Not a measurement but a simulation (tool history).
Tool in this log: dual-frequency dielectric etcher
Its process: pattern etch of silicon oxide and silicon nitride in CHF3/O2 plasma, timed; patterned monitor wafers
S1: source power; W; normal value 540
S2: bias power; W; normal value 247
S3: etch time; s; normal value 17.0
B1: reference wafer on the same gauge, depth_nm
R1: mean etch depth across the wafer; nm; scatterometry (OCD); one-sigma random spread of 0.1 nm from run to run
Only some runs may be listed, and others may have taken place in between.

| run | hour | S1 | S2 | S3 | B1 | R1 |
|---|---|---|---|---|---|---|
| 1 | 0.0 | 540 | 247 | 17.0 | 29.09 | 26.65 |
| 2 | 30.2 | 540 | 247 | 17.0 | 29.10 | 26.77 |
| 3 | 55.7 | 480 | 199 | 17.0 | 29.10 | 22.99 |
| 4 | 91.6 | 480 | 199 | 17.0 | 29.11 | 23.24 |
| 5 | 105.5 | 540 | 247 | 17.0 | 29.09 | 26.87 |
| 6 | 139.4 | 540 | 247 | 17.0 | 29.10 | 26.95 |
| 7 | 158.3 | 540 | 247 | 17.0 | 29.10 | 27.02 |
| 8 | 187.2 | 540 | 247 | 17.0 | 29.09 | 27.14 |
| 9 | 202.7 | 540 | 247 | 20.0 | 29.11 | 31.94 |
| 10 | 232.4 | 540 | 247 | 20.0 | 29.10 | 31.93 |
|  | 239.9 | source power generator calibrated |
|  | 239.9 | gauge calibrated |
| 11 | 251.9 | 540 | 247 | 20.0 | 29.09 | 31.97 |
| 12 | 274.3 | 580 | 193 | 20.0 | 29.09 | 30.23 |
| 13 | 292.3 | 540 | 275 | 13.0 | 29.11 | 21.85 |
| 14 | 306.9 | 500 | 219 | 17.0 | 29.11 | 24.98 |
|  | 324.3 | bias power generator calibrated |
|  | 334.7 | wet clean of the chamber |
| 15 | 335.2 | 540 | 268 | 17.0 | 29.08 | 27.56 |
|  | 416.1 | upper electrode replaced |
| 16 | 416.6 | 540 | 247 | 17.0 | 29.09 | 26.86 |
| 17 | 427.3 | 630 | 303 | 12.5 | 29.08 | 22.83 |
| 18 | 449.3 | 540 | 247 | 17.0 | 29.09 | 26.81 |
| 19 | 469.8 | 540 | 191 | 21.0 | 29.09 | 29.71 |
| 20 | 490.1 | 540 | 247 | 17.0 | 29.12 | 26.75 |
| 21 | 508.3 | 540 | 247 | 13.5 | 29.08 | 21.39 |
| 22 | 533.2 | 640 | 265 | 17.0 | 29.09 | 30.30 |

Selected run-to-run steps in R1, each split into two signed amounts: the part the tool would show with no hidden state at all (from settings, incoming material and random variation), and the remainder, which goes to the hidden state together with any gauge scatter not common to the measured and the hidden-state-free results:
The tool's hidden condition here consists of: etch rate over this chamber's usual, %; source power that arrives over what is set, %; bias power that arrives over what is set, %; gauge reads high (%).
Run 12 -> 13: S1 580 -> 540, S2 193 -> 275, S3 20.0 -> 13.0. R1 -8.38 nm: hidden state -0.18, all else -8.20.
Run 14 -> 15: S1 500 -> 540, S2 219 -> 268, bias power generator calibrated, wet clean of the chamber. R1 +2.58 nm: hidden state -0.78, all else +3.36.
Run 21 -> 22: S1 540 -> 640, S2 247 -> 265, S3 13.5 -> 17.0. R1 +8.91 nm: hidden state +0.17, all else +8.74.

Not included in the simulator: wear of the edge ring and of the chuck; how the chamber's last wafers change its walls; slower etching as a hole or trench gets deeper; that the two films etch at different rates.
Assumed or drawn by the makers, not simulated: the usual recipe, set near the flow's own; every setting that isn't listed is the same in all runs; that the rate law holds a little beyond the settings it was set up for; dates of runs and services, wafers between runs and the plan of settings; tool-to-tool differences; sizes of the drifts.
